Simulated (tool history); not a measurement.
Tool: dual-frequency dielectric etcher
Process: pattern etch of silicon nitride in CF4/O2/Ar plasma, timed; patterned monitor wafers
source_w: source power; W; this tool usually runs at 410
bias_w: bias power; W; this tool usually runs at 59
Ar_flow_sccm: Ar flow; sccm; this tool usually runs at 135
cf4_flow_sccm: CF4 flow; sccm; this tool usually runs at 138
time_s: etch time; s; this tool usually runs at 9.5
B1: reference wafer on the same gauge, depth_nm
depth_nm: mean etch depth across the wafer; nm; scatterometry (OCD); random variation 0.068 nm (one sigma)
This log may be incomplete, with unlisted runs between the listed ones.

Run 1, day 0: usual settings but source_w 470 W, bias_w 51 W; B1 14.1. Result: depth_nm 19.57 nm.
Run 2, day 1.067: usual settings but Ar_flow_sccm 162 sccm, cf4_flow_sccm 146 sccm; B1 14.1. Result: depth_nm 17.56 nm.
Run 3, day 2.021: usual settings but Ar_flow_sccm 162 sccm, cf4_flow_sccm 146 sccm; B1 14.1. Result: depth_nm 17.46 nm.
Run 4, day 2.821: usual settings but Ar_flow_sccm 162 sccm, cf4_flow_sccm 146 sccm; B1 14.1. Result: depth_nm 17.65 nm.
Run 5, day 3.646: usual settings; B1 14.1. Result: depth_nm 17.88 nm.
Run 6, day 4.146: usual settings; B1 14.11. Result: depth_nm 17.91 nm.
At day 5.25: source power generator calibrated.
At day 5.842: CF4 flow controller replaced.
At day 5.979: upper electrode replaced, of another model than before.
Run 7, day 6: usual settings but Ar_flow_sccm 122 sccm; B1 14.11. Result: depth_nm 18.15 nm.
At day 6.054: gauge calibrated.
At day 6.517: bias power generator calibrated.
At day 7.792: wet clean of the chamber.
Run 8, day 7.812: usual settings but Ar_flow_sccm 109 sccm, cf4_flow_sccm 151 sccm; B1 14.09. Result: depth_nm 17.79 nm.
Run 9, day 8.008: usual settings but source_w 310 W, bias_w 54 W, Ar_flow_sccm 124 sccm, cf4_flow_sccm 147 sccm; B1 14.1. Result: depth_nm 10.71 nm.
At day 9.154: Ar flow controller replaced.
Run 10, day 9.179: usual settings but source_w 500 W, bias_w 67 W, time_s 10.5 s; B1 14.1. Result: depth_nm 26.07 nm.
Run 11, day 10.062: usual settings but source_w 470 W, bias_w 51 W; B1 14.1. Result: depth_nm 20.99 nm.
Run 12, day 10.7: usual settings but bias_w 49 W; B1 14.09. Result: depth_nm 17.23 nm.
Run 13, day 11.988: usual settings but cf4_flow_sccm 152 sccm; B1 14.09. Result: depth_nm 17.79 nm.
Run 14, day 12.629: usual settings but bias_w 67 W, Ar_flow_sccm 155 sccm; B1 14.1. Result: depth_nm 17.56 nm.

Measured minus without-hidden-state, run by run (identical run-to-run variation in each term; gauge scatter may differ):
What the log doesn't record here: etch rate over this chamber's usual, %; source power that arrives over what is set, %; bias power that arrives over what is set, %; Ar flow that arrives over what is set, %; CF4 flow that arrives over what is set, %; gauge reads high (%).
run  depth_nm
  1     +0.66
  2     +0.64
  3     +0.67
  4     +0.72
  5     +0.76
  6     +0.78
  7     +0.88
  8     +0.23
  9     +0.15
 10     +0.45
 11     +0.41
 12     +0.36
 13     +0.43
 14     +0.46
